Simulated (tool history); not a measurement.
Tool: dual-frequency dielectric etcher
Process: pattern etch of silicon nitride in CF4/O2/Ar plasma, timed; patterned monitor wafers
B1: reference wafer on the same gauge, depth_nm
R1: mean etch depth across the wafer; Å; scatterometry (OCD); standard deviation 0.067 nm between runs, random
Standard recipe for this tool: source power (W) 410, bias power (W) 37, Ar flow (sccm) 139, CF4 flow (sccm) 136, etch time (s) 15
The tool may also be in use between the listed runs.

{"run": 1, "hour": 0.0, "source power (W)": 410, "bias power (W)": 37, "Ar flow (sccm)": 132, "CF4 flow (sccm)": 136, "etch time (s)": 15, "B1": 19.8, "R1": 242.9}
{"run": 2, "hour": 93.8, "source power (W)": 410, "bias power (W)": 37, "Ar flow (sccm)": 132, "CF4 flow (sccm)": 136, "etch time (s)": 15, "B1": 19.8, "R1": 243.8}
{"run": 3, "hour": 199.5, "source power (W)": 410, "bias power (W)": 37, "Ar flow (sccm)": 139, "CF4 flow (sccm)": 136, "etch time (s)": 15, "B1": 19.8, "R1": 244.2}
{"run": 4, "hour": 273.0, "source power (W)": 410, "bias power (W)": 37, "Ar flow (sccm)": 139, "CF4 flow (sccm)": 136, "etch time (s)": 15, "B1": 19.8, "R1": 245.7}
{"run": 5, "hour": 346.2, "source power (W)": 410, "bias power (W)": 37, "Ar flow (sccm)": 139, "CF4 flow (sccm)": 136, "etch time (s)": 15, "B1": 19.79, "R1": 241.3}
{"run": 6, "hour": 388.0, "source power (W)": 410, "bias power (W)": 37, "Ar flow (sccm)": 139, "CF4 flow (sccm)": 136, "etch time (s)": 15, "B1": 19.8, "R1": 240.9}
{"run": 7, "hour": 440.2, "source power (W)": 450, "bias power (W)": 37, "Ar flow (sccm)": 139, "CF4 flow (sccm)": 136, "etch time (s)": 15, "B1": 19.8, "R1": 261.9}
{"run": 8, "hour": 616.7, "source power (W)": 470, "bias power (W)": 29, "Ar flow (sccm)": 139, "CF4 flow (sccm)": 136, "etch time (s)": 13, "B1": 19.81, "R1": 223.9}
{"run": 9, "hour": 695.0, "source power (W)": 410, "bias power (W)": 30, "Ar flow (sccm)": 139, "CF4 flow (sccm)": 136, "etch time (s)": 15, "B1": 19.8, "R1": 232}
{"run": 10, "hour": 716.1, "source power (W)": 410, "bias power (W)": 44, "Ar flow (sccm)": 139, "CF4 flow (sccm)": 136, "etch time (s)": 13, "B1": 19.8, "R1": 219.9}
{"run": 11, "hour": 770.2, "source power (W)": 410, "bias power (W)": 37, "Ar flow (sccm)": 116, "CF4 flow (sccm)": 158, "etch time (s)": 15, "B1": 19.8, "R1": 256.7}
{"run": 12, "hour": 857.1, "source power (W)": 510, "bias power (W)": 37, "Ar flow (sccm)": 139, "CF4 flow (sccm)": 136, "etch time (s)": 17.5, "B1": 19.8, "R1": 339.7}
{"run": 13, "hour": 960.6, "source power (W)": 410, "bias power (W)": 30, "Ar flow (sccm)": 139, "CF4 flow (sccm)": 136, "etch time (s)": 15, "B1": 19.81, "R1": 229.6}
{"run": 14, "hour": 1061.6, "source power (W)": 410, "bias power (W)": 32, "Ar flow (sccm)": 139, "CF4 flow (sccm)": 136, "etch time (s)": 15, "B1": 19.79, "R1": 235.4}
{"run": 15, "hour": 1151.6, "source power (W)": 370, "bias power (W)": 37, "Ar flow (sccm)": 117, "CF4 flow (sccm)": 112, "etch time (s)": 18, "B1": 19.81, "R1": 261.5}

Removed from this log: 8 entries logged between the listed runs. Between which two listed runs does each belong, and how does the tool's hidden state at the listed run before it compare with that at the listed run after it?
From run 4 to run 5: wet clean of the chamber (hour 334.9)
  etch rate over this chamber's usual, %: 1.77 -> 0.189
  the result without the hidden state subtracted from the measured one, R1: +4.3 -> +0.4 Å
From run 5 to run 6: gauge calibrated (hour 359.8); CF4 flow controller replaced (hour 365.4)
  etch rate over this chamber's usual, %: 0.189 -> 0.34
  the result without the hidden state subtracted from the measured one, R1: +0.4 -> +0.8 Å
From run 7 to run 8: bias power generator calibrated (hour 470.9); Ar flow controller replaced (hour 561.7)
  etch rate over this chamber's usual, %: 0.529 -> 1.17
  the result without the hidden state subtracted from the measured one, R1: +1.4 -> +2.6 Å
From run 8 to run 9: upper electrode replaced (hour 694.5)
  etch rate over this chamber's usual, %: 1.17 -> 1.45
  the result without the hidden state subtracted from the measured one, R1: +2.6 -> +3.4 Å
From run 9 to run 10: source power generator calibrated (hour 707.2)
  etch rate over this chamber's usual, %: 1.45 -> 1.53
  the result without the hidden state subtracted from the measured one, R1: +3.4 -> +3.3 Å
From run 11 to run 12: wet clean of the chamber (hour 856.6)
  etch rate over this chamber's usual, %: 1.72 -> 0.255
  the result without the hidden state subtracted from the measured one, R1: +4.3 -> +0.9 Å
